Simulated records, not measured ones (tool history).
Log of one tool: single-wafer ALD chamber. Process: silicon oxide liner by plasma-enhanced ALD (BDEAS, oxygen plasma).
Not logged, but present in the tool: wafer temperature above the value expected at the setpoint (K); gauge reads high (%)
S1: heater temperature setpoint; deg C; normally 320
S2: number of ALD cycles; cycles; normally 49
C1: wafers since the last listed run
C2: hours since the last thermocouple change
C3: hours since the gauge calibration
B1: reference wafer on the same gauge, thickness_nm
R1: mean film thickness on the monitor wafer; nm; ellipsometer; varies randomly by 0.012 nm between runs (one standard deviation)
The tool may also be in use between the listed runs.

| run | hour | S1 | S2 | C1 | C2 | C3 | B1 | R1 |
|---|---|---|---|---|---|---|---|---|
| 1 | 0 | 330 | 49 | 0 | 1948.2 | 575.2 | 4.419 | 4.672 |
| 2 | 29 | 320 | 49 | 150 | 1977.2 | 604.2 | 4.422 | 4.767 |
| 3 | 54.8 | 320 | 49 | 133 | 2003 | 630 | 4.42 | 4.759 |
| 4 | 120.2 | 320 | 49 | 339 | 2068.4 | 695.4 | 4.418 | 4.757 |
| 5 | 160.5 | 326 | 49 | 209 | 2108.7 | 735.7 | 4.419 | 4.713 |
| 6 | 230.4 | 326 | 49 | 362 | 2178.6 | 805.6 | 4.422 | 4.714 |
| 7 | 257.5 | 309 | 47 | 140 | 2205.7 | 832.7 | 4.419 | 4.616 |
| 8 | 285.2 | 320 | 43 | 143 | 2233.4 | 860.4 | 4.418 | 4.162 |
| 9 | 352.3 | 320 | 45 | 348 | 2300.5 | 927.5 | 4.419 | 4.367 |
| 10 | 414.9 | 320 | 45 | 325 | 2363.1 | 990.1 | 4.422 | 4.342 |
| 11 | 441.4 | 320 | 45 | 137 | 2389.6 | 1016.6 | 4.42 | 4.35 |
| 12 | 499.8 | 320 | 49 | 303 | 2448 | 1075 | 4.42 | 4.757 |
| 13 | 567.2 | 320 | 49 | 349 | 2515.4 | 1142.4 | 4.418 | 4.753 |
|  | 580.1 | thermocouple changed; heater temperature recalibrated |
| 14 | 606.4 | 320 | 49 | 161 | 26.3 | 1181.6 | 4.418 | 4.739 |
| 15 | 643.8 | 320 | 47 | 194 | 63.7 | 1219 | 4.417 | 4.548 |
| 16 | 712.7 | 332 | 44 | 357 | 132.6 | 1287.9 | 4.419 | 4.205 |
| 17 | 756.1 | 320 | 49 | 225 | 176 | 1331.3 | 4.422 | 4.733 |
| 18 | 786.7 | 316 | 49 | 158 | 206.6 | 1361.9 | 4.419 | 4.77 |
| 19 | 919.4 | 307 | 43 | 688 | 339.3 | 1494.6 | 4.422 | 4.232 |

Run 20, settings as shown, results not yet in. Your forecast:
| 20 | 1091.8 | 320 | 49 | 895 | 511.7 | 1667 | ? | ? |

Run 20 came out at B1 4.421, R1 4.725 nm.
If the tool had no hidden condition, the same run with the same run-to-run variation would have returned R1 4.725 nm.

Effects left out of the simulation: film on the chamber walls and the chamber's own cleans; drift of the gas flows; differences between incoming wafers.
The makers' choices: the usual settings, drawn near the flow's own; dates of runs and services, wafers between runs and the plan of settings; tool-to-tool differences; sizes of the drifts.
